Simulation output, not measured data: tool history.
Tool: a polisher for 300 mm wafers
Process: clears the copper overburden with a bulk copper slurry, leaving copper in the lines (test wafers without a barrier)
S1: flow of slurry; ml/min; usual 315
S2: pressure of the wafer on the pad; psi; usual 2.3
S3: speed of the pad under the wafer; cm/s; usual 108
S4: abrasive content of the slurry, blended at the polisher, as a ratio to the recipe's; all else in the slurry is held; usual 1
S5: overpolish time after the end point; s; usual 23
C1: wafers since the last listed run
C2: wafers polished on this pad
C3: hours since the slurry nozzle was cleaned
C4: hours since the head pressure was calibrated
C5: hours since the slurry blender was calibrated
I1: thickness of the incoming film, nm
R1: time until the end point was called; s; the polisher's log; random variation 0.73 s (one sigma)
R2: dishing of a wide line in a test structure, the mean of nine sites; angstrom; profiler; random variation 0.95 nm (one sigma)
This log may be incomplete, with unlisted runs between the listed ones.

{"run": 1, "hour": 0.0, "S1": 315, "S2": 2.3, "S3": 108, "S4": 1, "S5": 23, "C1": 0, "C2": 1789, "C3": 529.2, "C4": 585.8, "C5": 167.8, "I1": 664, "R1": 79.5, "R2": 694}
{"run": 2, "hour": 57.5, "S1": 315, "S2": 2.3, "S3": 108, "S4": 1, "S5": 23, "C1": 498, "C2": 2288, "C3": 586.7, "C4": 643.3, "C5": 225.3, "I1": 653.8, "R1": 77.3, "R2": 692}
{"run": 3, "hour": 145.9, "S1": 315, "S2": 2.3, "S3": 108, "S4": 1, "S5": 23, "C1": 766, "C2": 3054, "C3": 675.1, "C4": 731.7, "C5": 313.7, "I1": 655.3, "R1": 78, "R2": 695}
{"hour": 163.3, "done": "slurry nozzle cleaned"}
{"hour": 182.3, "done": "slurry blender recalibrated"}
{"hour": 206.2, "done": "worn pad replaced by a new one"}
{"run": 4, "hour": 212.9, "S1": 315, "S2": 2.3, "S3": 108, "S4": 1, "S5": 23, "C1": 520, "C2": 58, "C3": 49.6, "C4": 798.7, "C5": 30.6, "I1": 655, "R1": 78.2, "R2": 714}
{"run": 5, "hour": 254.0, "S1": 315, "S2": 2.3, "S3": 108, "S4": 1, "S5": 23, "C1": 356, "C2": 414, "C3": 90.7, "C4": 839.8, "C5": 71.7, "I1": 671.5, "R1": 79.9, "R2": 693}
{"run": 6, "hour": 313.8, "S1": 315, "S2": 2.3, "S3": 108, "S4": 1, "S5": 23, "C1": 518, "C2": 933, "C3": 150.5, "C4": 899.6, "C5": 131.5, "I1": 667.3, "R1": 79.1, "R2": 689}
{"run": 7, "hour": 369.8, "S1": 315, "S2": 2.3, "S3": 108, "S4": 1, "S5": 23, "C1": 485, "C2": 1418, "C3": 206.5, "C4": 955.6, "C5": 187.5, "I1": 662.1, "R1": 77.9, "R2": 694}
{"run": 8, "hour": 436.8, "S1": 315, "S2": 2.3, "S3": 108, "S4": 1, "S5": 23, "C1": 580, "C2": 1999, "C3": 273.5, "C4": 1022.6, "C5": 254.5, "I1": 673.7, "R1": 79.4, "R2": 720}
{"hour": 455.1, "done": "head pressure recalibrated"}
{"run": 9, "hour": 482.6, "S1": 315, "S2": 2.3, "S3": 108, "S4": 1, "S5": 23, "C1": 379, "C2": 2379, "C3": 319.3, "C4": 27.5, "C5": 300.3, "I1": 658.7, "R1": 78.7, "R2": 690}
{"run": 10, "hour": 540.1, "S1": 315, "S2": 2.6, "S3": 140, "S4": 1, "S5": 33, "C1": 498, "C2": 2877, "C3": 376.8, "C4": 85, "C5": 357.8, "I1": 668.4, "R1": 54.5, "R2": 865}
{"hour": 542.7, "done": "slurry blender recalibrated"}
{"hour": 557.2, "done": "worn pad replaced by a new one"}
{"run": 11, "hour": 608.0, "S1": 315, "S2": 2.3, "S3": 108, "S4": 1, "S5": 23, "C1": 536, "C2": 440, "C3": 444.7, "C4": 152.9, "C5": 65.3, "I1": 671.8, "R1": 80, "R2": 695}
{"run": 12, "hour": 679.7, "S1": 360, "S2": 2.3, "S3": 108, "S4": 1.1, "S5": 37, "C1": 621, "C2": 1062, "C3": 516.4, "C4": 224.6, "C5": 137, "I1": 661.2, "R1": 75.4, "R2": 835}
{"run": 13, "hour": 743.7, "S1": 315, "S2": 2.3, "S3": 108, "S4": 1, "S5": 23, "C1": 554, "C2": 1616, "C3": 580.4, "C4": 288.6, "C5": 201, "I1": 669, "R1": 78.9, "R2": 697}
{"run": 14, "hour": 769.7, "S1": 315, "S2": 2.3, "S3": 108, "S4": 1.1, "S5": 23, "C1": 225, "C2": 1842, "C3": 606.4, "C4": 314.6, "C5": 227, "I1": 664.4, "R1": 76.4, "R2": 706}
{"run": 15, "hour": 809.4, "S1": 315, "S2": 2.3, "S3": 108, "S4": 0.8, "S5": 29, "C1": 344, "C2": 2186, "C3": 646.1, "C4": 354.3, "C5": 266.7, "I1": 664.2, "R1": 83.9, "R2": 749}
{"hour": 811.4, "done": "slurry nozzle cleaned"}
{"run": 16, "hour": 840.5, "S1": 250, "S2": 2.3, "S3": 108, "S4": 0.9, "S5": 23, "C1": 260, "C2": 2447, "C3": 29.1, "C4": 385.4, "C5": 297.8, "I1": 654.2, "R1": 80.8, "R2": 683}
{"run": 17, "hour": 907.0, "S1": 315, "S2": 2, "S3": 76, "S4": 1, "S5": 23, "C1": 576, "C2": 3024, "C3": 95.6, "C4": 451.9, "C5": 364.3, "I1": 656.4, "R1": 120.8, "R2": 554}
{"hour": 956.0, "done": "worn pad replaced by a new one"}
{"hour": 958.2, "done": "slurry blender recalibrated"}
{"run": 18, "hour": 958.7, "S1": 260, "S2": 2.3, "S3": 108, "S4": 1, "S5": 23, "C1": 396, "C2": 6, "C3": 147.3, "C4": 503.6, "C5": 0.5, "I1": 665.1, "R1": 79.7, "R2": 694}
{"run": 19, "hour": 977.7, "S1": 315, "S2": 2.3, "S3": 108, "S4": 1.2, "S5": 10, "C1": 164, "C2": 171, "C3": 166.3, "C4": 522.6, "C5": 19.5, "I1": 660.2, "R1": 74.5, "R2": 452}
{"run": 20, "hour": 1038.0, "S1": 315, "S2": 2.3, "S3": 108, "S4": 0.9, "S5": 23, "C1": 522, "C2": 693, "C3": 226.6, "C4": 582.9, "C5": 79.8, "I1": 658, "R1": 80.1, "R2": 695}
{"run": 21, "hour": 1079.8, "S1": 315, "S2": 1.9, "S3": 108, "S4": 1, "S5": 37, "C1": 362, "C2": 1056, "C3": 268.4, "C4": 624.7, "C5": 121.6, "I1": 657.6, "R1": 94.7, "R2": 731}
{"run": 22, "hour": 1136.7, "S1": 420, "S2": 1.8, "S3": 108, "S4": 1, "S5": 23, "C1": 493, "C2": 1549, "C3": 325.3, "C4": 681.6, "C5": 178.5, "I1": 656.2, "R1": 97.4, "R2": 607}
{"run": 23, "hour": 1174.9, "S1": 315, "S2": 2.3, "S3": 120, "S4": 1, "S5": 23, "C1": 331, "C2": 1880, "C3": 363.5, "C4": 719.8, "C5": 216.7, "I1": 666.7, "R1": 72.2, "R2": 724}
{"run": 24, "hour": 1204.9, "S1": 315, "S2": 2.3, "S3": 108, "S4": 0.75, "S5": 23, "C1": 260, "C2": 2140, "C3": 393.5, "C4": 749.8, "C5": 246.7, "I1": 669.5, "R1": 85.7, "R2": 678}
{"run": 25, "hour": 1274.9, "S1": 315, "S2": 1.9, "S3": 108, "S4": 1.2, "S5": 23, "C1": 606, "C2": 2747, "C3": 463.5, "C4": 819.8, "C5": 316.7, "I1": 663.3, "R1": 88.8, "R2": 640}
{"hour": 1315.9, "done": "worn pad replaced by a new one"}
{"run": 26, "hour": 1326.5, "S1": 315, "S2": 2.3, "S3": 72, "S4": 0.85, "S5": 23, "C1": 412, "C2": 92, "C3": 515.1, "C4": 871.4, "C5": 368.3, "I1": 651, "R1": 115.1, "R2": 569}
{"hour": 1357.1, "done": "slurry blender recalibrated"}
{"run": 27, "hour": 1367.1, "S1": 315, "S2": 2.5, "S3": 108, "S4": 1, "S5": 10, "C1": 334, "C2": 426, "C3": 555.7, "C4": 912, "C5": 10, "I1": 654.8, "R1": 72.6, "R2": 466}

Hidden state at the last listed run before each entry between runs and at the first one after, where it differs:
Logged between run 3 and run 4: slurry nozzle cleaned (hour 163.3); slurry blender recalibrated (hour 182.3); worn pad replaced by a new one (hour 206.2)
  nothing in the hidden state changes from one run to the other
Logged between run 8 and run 9: head pressure recalibrated (hour 455.1)
  nothing in the hidden state changes from one run to the other
Logged between run 10 and run 11: slurry blender recalibrated (hour 542.7); worn pad replaced by a new one (hour 557.2)
  nothing in the hidden state changes from one run to the other
Logged between run 15 and run 16: slurry nozzle cleaned (hour 811.4)
  nothing in the hidden state changes from one run to the other
Logged between run 17 and run 18: worn pad replaced by a new one (hour 956); slurry blender recalibrated (hour 958.2)
  nothing in the hidden state changes from one run to the other
Logged between run 25 and run 26: worn pad replaced by a new one (hour 1315.9)
  nothing in the hidden state changes from one run to the other
Logged between run 26 and run 27: slurry blender recalibrated (hour 1357.1)
  nothing in the hidden state changes from one run to the other
